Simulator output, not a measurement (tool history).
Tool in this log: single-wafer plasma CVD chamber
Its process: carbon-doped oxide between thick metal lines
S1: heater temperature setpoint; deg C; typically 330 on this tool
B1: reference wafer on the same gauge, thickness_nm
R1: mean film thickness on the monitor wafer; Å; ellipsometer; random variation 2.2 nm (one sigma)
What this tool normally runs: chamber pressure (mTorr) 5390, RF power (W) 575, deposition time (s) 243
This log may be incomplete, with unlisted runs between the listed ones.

{"run": 1, "hour": 0.0, "S1": 338, "chamber pressure (mTorr)": 5390, "RF power (W)": 650, "deposition time (s)": 243, "B1": 1480.297, "R1": 14971.29}
{"run": 2, "hour": 35.1, "S1": 338, "chamber pressure (mTorr)": 5390, "RF power (W)": 650, "deposition time (s)": 243, "B1": 1480.268, "R1": 14989.06}
{"run": 3, "hour": 52.5, "S1": 330, "chamber pressure (mTorr)": 5390, "RF power (W)": 600, "deposition time (s)": 243, "B1": 1479.869, "R1": 14682.98}
{"run": 4, "hour": 87.4, "S1": 330, "chamber pressure (mTorr)": 5390, "RF power (W)": 600, "deposition time (s)": 243, "B1": 1480.531, "R1": 14620.55}
{"run": 5, "hour": 115.2, "S1": 330, "chamber pressure (mTorr)": 5390, "RF power (W)": 575, "deposition time (s)": 243, "B1": 1479.287, "R1": 14329.43}
{"run": 6, "hour": 129.2, "S1": 330, "chamber pressure (mTorr)": 5390, "RF power (W)": 575, "deposition time (s)": 243, "B1": 1479.906, "R1": 14336.75}
{"run": 7, "hour": 159.0, "S1": 330, "chamber pressure (mTorr)": 5390, "RF power (W)": 575, "deposition time (s)": 243, "B1": 1481.085, "R1": 14332.2}
{"run": 8, "hour": 185.5, "S1": 330, "chamber pressure (mTorr)": 5390, "RF power (W)": 575, "deposition time (s)": 243, "B1": 1480.77, "R1": 14827.98}
{"run": 9, "hour": 209.7, "S1": 330, "chamber pressure (mTorr)": 5390, "RF power (W)": 665, "deposition time (s)": 243, "B1": 1479.664, "R1": 15943.24}
{"run": 10, "hour": 226.2, "S1": 330, "chamber pressure (mTorr)": 5390, "RF power (W)": 665, "deposition time (s)": 243, "B1": 1480.298, "R1": 15903.27}
{"run": 11, "hour": 256.3, "S1": 320, "chamber pressure (mTorr)": 5030, "RF power (W)": 610, "deposition time (s)": 275, "B1": 1480.027, "R1": 17431.8}
{"run": 12, "hour": 273.2, "S1": 325, "chamber pressure (mTorr)": 5390, "RF power (W)": 575, "deposition time (s)": 204, "B1": 1480.989, "R1": 12541.25}
{"run": 13, "hour": 291.5, "S1": 330, "chamber pressure (mTorr)": 5390, "RF power (W)": 575, "deposition time (s)": 243, "B1": 1480.297, "R1": 14704.4}
{"run": 14, "hour": 313.2, "S1": 330, "chamber pressure (mTorr)": 5390, "RF power (W)": 575, "deposition time (s)": 243, "B1": 1480.573, "R1": 14644.14}
{"run": 15, "hour": 340.0, "S1": 330, "chamber pressure (mTorr)": 5390, "RF power (W)": 475, "deposition time (s)": 243, "B1": 1479.547, "R1": 13229.52}
{"run": 16, "hour": 359.8, "S1": 334, "chamber pressure (mTorr)": 6660, "RF power (W)": 535, "deposition time (s)": 205, "B1": 1480.102, "R1": 12042.81}
{"run": 17, "hour": 389.0, "S1": 330, "chamber pressure (mTorr)": 5390, "RF power (W)": 575, "deposition time (s)": 243, "B1": 1480.07, "R1": 14586.09}
{"run": 18, "hour": 404.8, "S1": 330, "chamber pressure (mTorr)": 4950, "RF power (W)": 575, "deposition time (s)": 243, "B1": 1479.961, "R1": 14334.87}
{"run": 19, "hour": 434.0, "S1": 320, "chamber pressure (mTorr)": 5390, "RF power (W)": 485, "deposition time (s)": 256, "B1": 1479.79, "R1": 14434.07}
{"run": 20, "hour": 461.5, "S1": 318, "chamber pressure (mTorr)": 5390, "RF power (W)": 575, "deposition time (s)": 243, "B1": 1480.036, "R1": 15065.08}

Between the runs listed above, the log contained 5 entries, not reproduced here. Where in the sequence does each belong, and how does what the log doesn't record of the tool's condition differ from the listed run before to the listed run after?
After run 6, before run 7: capacitance manometer re-zeroed and calibrated (hour 142.4)
  delivered RF power above the setpoint (%): -6.74 -> -6.76
  measured result minus the result with no hidden state, R1: -522.83 -> -524.64 Å
After run 7, before run 8: RF generator calibrated (hour 181.4)
  delivered RF power above the setpoint (%): -6.76 -> -0.543
  measured result minus the result with no hidden state, R1: -524.64 -> -41.40 Å
After run 8, before run 9: gauge calibrated (hour 201.8); showerhead replaced (hour 209.2)
  delivered RF power above the setpoint (%): -0.543 -> -1
  measured result minus the result with no hidden state, R1: -41.40 -> -81.44 Å
After run 12, before run 13: thermocouple changed; heater temperature recalibrated (hour 291.0)
  delivered RF power above the setpoint (%): -2.06 -> -2.33
  measured result minus the result with no hidden state, R1: -134.24 -> -178.38 Å
